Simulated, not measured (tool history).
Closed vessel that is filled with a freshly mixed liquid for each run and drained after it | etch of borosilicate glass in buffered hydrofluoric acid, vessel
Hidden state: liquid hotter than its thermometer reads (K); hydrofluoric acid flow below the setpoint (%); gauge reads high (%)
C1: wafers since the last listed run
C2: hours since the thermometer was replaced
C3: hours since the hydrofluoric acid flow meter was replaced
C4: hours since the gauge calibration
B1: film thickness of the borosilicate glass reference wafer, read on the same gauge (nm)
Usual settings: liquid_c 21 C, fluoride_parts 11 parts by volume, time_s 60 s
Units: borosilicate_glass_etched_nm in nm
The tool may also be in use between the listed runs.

{"run": 1, "hour": 0.0, "liquid_c": 21, "fluoride_parts": 11, "time_s": 60, "C1": 0, "C2": 3165.9, "C3": 1998.6, "C4": 265.8, "B1": 130.03, "borosilicate_glass_etched_nm": 68.78}
{"run": 2, "hour": 29.4, "liquid_c": 21, "fluoride_parts": 11, "time_s": 60, "C1": 4057, "C2": 3195.3, "C3": 2028, "C4": 295.2, "B1": 130.04, "borosilicate_glass_etched_nm": 68.1}
{"run": 3, "hour": 57.8, "liquid_c": 21, "fluoride_parts": 11, "time_s": 85, "C1": 3919, "C2": 3223.7, "C3": 2056.4, "C4": 323.6, "B1": 130.03, "borosilicate_glass_etched_nm": 98.6}
{"run": 4, "hour": 91.0, "liquid_c": 21, "fluoride_parts": 11, "time_s": 60, "C1": 4581, "C2": 3256.9, "C3": 2089.6, "C4": 356.8, "B1": 130.03, "borosilicate_glass_etched_nm": 67.33}
{"run": 5, "hour": 109.2, "liquid_c": 21, "fluoride_parts": 11, "time_s": 60, "C1": 2511, "C2": 3275.1, "C3": 2107.8, "C4": 375, "B1": 129.99, "borosilicate_glass_etched_nm": 68.94}
{"run": 6, "hour": 123.2, "liquid_c": 21, "fluoride_parts": 11, "time_s": 60, "C1": 1932, "C2": 3289.1, "C3": 2121.8, "C4": 389, "B1": 130, "borosilicate_glass_etched_nm": 68.49}
{"run": 7, "hour": 155.1, "liquid_c": 21, "fluoride_parts": 10, "time_s": 60, "C1": 4402, "C2": 3321, "C3": 2153.7, "C4": 420.9, "B1": 130, "borosilicate_glass_etched_nm": 74.62}
{"hour": 167.2, "done": "thermometer replaced"}
{"run": 8, "hour": 251.4, "liquid_c": 26, "fluoride_parts": 15.5, "time_s": 60, "C1": 13152, "C2": 84.2, "C3": 2250, "C4": 517.2, "B1": 130.01, "borosilicate_glass_etched_nm": 69.13}
{"run": 9, "hour": 279.5, "liquid_c": 21, "fluoride_parts": 11, "time_s": 60, "C1": 3877, "C2": 112.3, "C3": 2278.1, "C4": 545.3, "B1": 130.03, "borosilicate_glass_etched_nm": 73.65}
{"run": 10, "hour": 294.9, "liquid_c": 21, "fluoride_parts": 8, "time_s": 60, "C1": 2125, "C2": 127.7, "C3": 2293.5, "C4": 560.7, "B1": 129.94, "borosilicate_glass_etched_nm": 98.3}
{"run": 11, "hour": 318.3, "liquid_c": 21, "fluoride_parts": 11, "time_s": 60, "C1": 3229, "C2": 151.1, "C3": 2316.9, "C4": 584.1, "B1": 130.06, "borosilicate_glass_etched_nm": 73.91}
{"run": 12, "hour": 333.9, "liquid_c": 21, "fluoride_parts": 11, "time_s": 60, "C1": 2152, "C2": 166.7, "C3": 2332.5, "C4": 599.7, "B1": 130.05, "borosilicate_glass_etched_nm": 73.07}
{"run": 13, "hour": 361.5, "liquid_c": 23, "fluoride_parts": 11, "time_s": 90, "C1": 3808, "C2": 194.3, "C3": 2360.1, "C4": 627.3, "B1": 130.01, "borosilicate_glass_etched_nm": 122.01}
{"hour": 362.8, "done": "thermometer replaced, repeated, since the last time left the tool worse"}
{"run": 14, "hour": 375.6, "liquid_c": 21, "fluoride_parts": 11, "time_s": 60, "C1": 1807, "C2": 12.8, "C3": 2374.2, "C4": 641.4, "B1": 129.99, "borosilicate_glass_etched_nm": 61.78}
{"run": 15, "hour": 389.1, "liquid_c": 18, "fluoride_parts": 11, "time_s": 30, "C1": 1863, "C2": 26.3, "C3": 2387.7, "C4": 654.9, "B1": 129.97, "borosilicate_glass_etched_nm": 26.1}
{"run": 16, "hour": 421.3, "liquid_c": 17, "fluoride_parts": 15.5, "time_s": 85, "C1": 4443, "C2": 58.5, "C3": 2419.9, "C4": 687.1, "B1": 129.99, "borosilicate_glass_etched_nm": 50.5}
{"run": 17, "hour": 439.4, "liquid_c": 21, "fluoride_parts": 8, "time_s": 75, "C1": 2497, "C2": 76.6, "C3": 2438, "C4": 705.2, "B1": 129.99, "borosilicate_glass_etched_nm": 103.1}
{"run": 18, "hour": 462.0, "liquid_c": 21, "fluoride_parts": 11, "time_s": 60, "C1": 3118, "C2": 99.2, "C3": 2460.6, "C4": 727.8, "B1": 129.99, "borosilicate_glass_etched_nm": 62.18}
{"run": 19, "hour": 476.8, "liquid_c": 22.5, "fluoride_parts": 11, "time_s": 60, "C1": 2042, "C2": 114, "C3": 2475.4, "C4": 742.6, "B1": 129.97, "borosilicate_glass_etched_nm": 67.37}
{"run": 20, "hour": 495.0, "liquid_c": 21, "fluoride_parts": 11, "time_s": 95, "C1": 2511, "C2": 132.2, "C3": 2493.6, "C4": 760.8, "B1": 130, "borosilicate_glass_etched_nm": 99.06}
{"run": 21, "hour": 517.4, "liquid_c": 21, "fluoride_parts": 11, "time_s": 60, "C1": 3091, "C2": 154.6, "C3": 2516, "C4": 783.2, "B1": 130.06, "borosilicate_glass_etched_nm": 63.35}
{"run": 22, "hour": 531.0, "liquid_c": 21, "fluoride_parts": 11, "time_s": 60, "C1": 1876, "C2": 168.2, "C3": 2529.6, "C4": 796.8, "B1": 130.01, "borosilicate_glass_etched_nm": 62.77}
{"hour": 546.8, "done": "hydrofluoric acid flow meter replaced"}
{"hour": 566.0, "done": "gauge calibrated"}
{"run": 23, "hour": 588.1, "liquid_c": 21, "fluoride_parts": 9.5, "time_s": 85, "C1": 7742, "C2": 225.3, "C3": 41.3, "C4": 22.1, "B1": 130.04, "borosilicate_glass_etched_nm": 101.22}
{"run": 24, "hour": 604.1, "liquid_c": 25.5, "fluoride_parts": 14.5, "time_s": 80, "C1": 2208, "C2": 241.3, "C3": 57.3, "C4": 38.1, "B1": 130.02, "borosilicate_glass_etched_nm": 80.36}
{"run": 25, "hour": 620.5, "liquid_c": 21, "fluoride_parts": 9, "time_s": 85, "C1": 2263, "C2": 257.7, "C3": 73.7, "C4": 54.5, "B1": 129.98, "borosilicate_glass_etched_nm": 103.91}
{"run": 26, "hour": 651.9, "liquid_c": 19, "fluoride_parts": 11, "time_s": 75, "C1": 4333, "C2": 289.1, "C3": 105.1, "C4": 85.9, "B1": 129.99, "borosilicate_glass_etched_nm": 70.32}
{"run": 27, "hour": 675.5, "liquid_c": 21, "fluoride_parts": 11, "time_s": 60, "C1": 3256, "C2": 312.7, "C3": 128.7, "C4": 109.5, "B1": 130, "borosilicate_glass_etched_nm": 62.46}
{"run": 28, "hour": 698.0, "liquid_c": 25.5, "fluoride_parts": 6.5, "time_s": 70, "C1": 3105, "C2": 335.2, "C3": 151.2, "C4": 132, "B1": 130.04, "borosilicate_glass_etched_nm": 152.78}
{"run": 29, "hour": 721.1, "liquid_c": 23.5, "fluoride_parts": 6.5, "time_s": 70, "C1": 3187, "C2": 358.3, "C3": 174.3, "C4": 155.1, "B1": 130, "borosilicate_glass_etched_nm": 137.96}
{"run": 30, "hour": 803.5, "liquid_c": 25.5, "fluoride_parts": 6.5, "time_s": 70, "C1": 11371, "C2": 440.7, "C3": 256.7, "C4": 237.5, "B1": 129.98, "borosilicate_glass_etched_nm": 155.42}
{"run": 31, "hour": 823.6, "liquid_c": 21, "fluoride_parts": 11, "time_s": 60, "C1": 2773, "C2": 460.8, "C3": 276.8, "C4": 257.6, "B1": 130.03, "borosilicate_glass_etched_nm": 62.32}
{"run": 32, "hour": 856.2, "liquid_c": 23, "fluoride_parts": 13, "time_s": 35, "C1": 4499, "C2": 493.4, "C3": 309.4, "C4": 290.2, "B1": 129.97, "borosilicate_glass_etched_nm": 34.26}

Forecast each of these 4 alternatives for the next run:
{"run": "A", "hour": 856.9, "liquid_c": 21, "fluoride_parts": 11, "time_s": 75, "C1": 96, "C2": 494.1, "C3": 310.1, "C4": 290.9, "B1": "?", "borosilicate_glass_etched_nm": "?"}
{"run": "B", "hour": 856.9, "liquid_c": 21, "fluoride_parts": 9, "time_s": 60, "C1": 96, "C2": 494.1, "C3": 310.1, "C4": 290.9, "B1": "?", "borosilicate_glass_etched_nm": "?"}
{"run": "C", "hour": 856.9, "liquid_c": 21, "fluoride_parts": 14.5, "time_s": 60, "C1": 96, "C2": 494.1, "C3": 310.1, "C4": 290.9, "B1": "?", "borosilicate_glass_etched_nm": "?"}
{"run": "D", "hour": 856.9, "liquid_c": 21, "fluoride_parts": 8.5, "time_s": 60, "C1": 96, "C2": 494.1, "C3": 310.1, "C4": 290.9, "B1": "?", "borosilicate_glass_etched_nm": "?"}

run=A B1=129.96 borosilicate_glass_etched_nm=79.32
run=B B1=129.96 borosilicate_glass_etched_nm=74.63
run=C B1=129.96 borosilicate_glass_etched_nm=48.28
run=D B1=129.96 borosilicate_glass_etched_nm=79.49
Without the tool's hidden state the same runs would have given:
run=A borosilicate_glass_etched_nm=77.74
run=B borosilicate_glass_etched_nm=73.14
run=C borosilicate_glass_etched_nm=47.31
run=D borosilicate_glass_etched_nm=77.91
